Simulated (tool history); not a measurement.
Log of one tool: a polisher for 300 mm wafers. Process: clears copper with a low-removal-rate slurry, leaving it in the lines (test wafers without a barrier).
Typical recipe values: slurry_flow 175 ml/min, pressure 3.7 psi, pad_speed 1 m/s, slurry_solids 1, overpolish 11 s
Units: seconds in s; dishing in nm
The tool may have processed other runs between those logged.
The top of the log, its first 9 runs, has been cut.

run	hour	slurry_flow	pressure	pad_speed	slurry_solids	overpolish	wafers since the last listed run	wafers polished on this pad	hours since the slurry nozzle was cleaned	hours since the head pressure was calibrated	hours since the slurry blender was calibrated	incoming thickness of the incoming film, nm	seconds	dishing
10	144.5	175	3.7	1	1	11	51	824	317.1	651.3	106.4	514.5	128.3	29.9
11	154.3	175	3.7	1	1	11	81	906	326.9	661.1	116.2	500.4	125	29.1
12	164.2	175	3.7	1	1	11	82	988	336.8	671	126.1	508.5	122.3	29.6
13	178.1	175	2.7	1	1	7	115	1104	350.7	684.9	140	506.2	182.9	15
14	185.6	175	2.7	1	1	7	62	1167	358.2	692.4	147.5	508.7	172.2	15.1
# hour 195.6: head pressure recalibrated
15	198.4	175	2.7	1	1	7	89	1257	371	2.8	160.3	500.4	176.9	14.4
# hour 205.1: worn pad replaced by a new one
16	210.8	175	3.7	1	1	11	69	47	383.4	15.2	172.7	500.7	130.8	28.9
# hour 221.2: slurry nozzle cleaned
17	227.8	175	3.7	1	1	18	133	180	6.6	32.2	189.7	510.2	118.9	46.5
18	242.4	175	3.7	1	1	11	121	302	21.2	46.8	204.3	513.7	118.8	31.3
19	255.8	175	3.7	1	1.25	4	111	413	34.6	60.2	217.7	495.3	109.1	13.1
20	268.4	175	3.3	1	1	16	104	518	47.2	72.8	230.3	506	132.4	39.9
# hour 271.4: slurry blender recalibrated
21	274.8	195	3.7	0.8	0.8	11	36	555	53.6	79.2	3.4	510.6	150.4	25.2
22	288.8	145	3.1	1	1	11	116	672	67.6	93.2	17.4	514.6	150.4	27
23	300.8	120	4.1	1	1	13	99	771	79.6	105.2	29.4	496.8	116.3	35.6
24	317.8	190	4.1	1.32	1.25	11	141	913	96.6	122.2	46.4	504.5	78.9	43.6
25	334.7	135	3.4	0.7	1	17	140	1054	113.5	139.1	63.3	509.6	187.3	32.2
26	341.3	175	3.7	1	1	11	54	1109	120.1	145.7	69.9	504	116.5	32.2
27	356.7	175	3.7	1	1.1	13	128	1237	135.5	161.1	85.3	507.3	117.2	36.3
# hour 362.4: worn pad replaced by a new one
28	372.2	175	3.7	1	1	11	95	81	151	176.6	100.8	497.8	116.9	32
29	381.9	175	3.7	1	1	11	80	162	160.7	186.3	110.5	508.1	119.8	30.9
30	396.8	195	3.7	0.86	1	15	124	286	175.6	201.2	125.4	514.2	139.4	36.6

Here are 3 independent what-if runs from the current tool condition. What would each one return?
A	397.3	175	3.7	1	1	11	4	290	176.1	201.7	125.9	512.2	?	?
B	397.3	140	3.3	1	1.25	17	4	290	176.1	201.7	125.9	512.2	?	?
C	397.3	175	3.7	1	1.15	11	4	290	176.1	201.7	125.9	512.2	?	?

run	seconds	dishing
A	123.6	32.2
B	138.4	41.5
C	119.7	33
What these runs would have given with no unlogged condition in the tool:
run	seconds	dishing
A	119.9	33
B	133.2	42.7
C	116.1	33.9
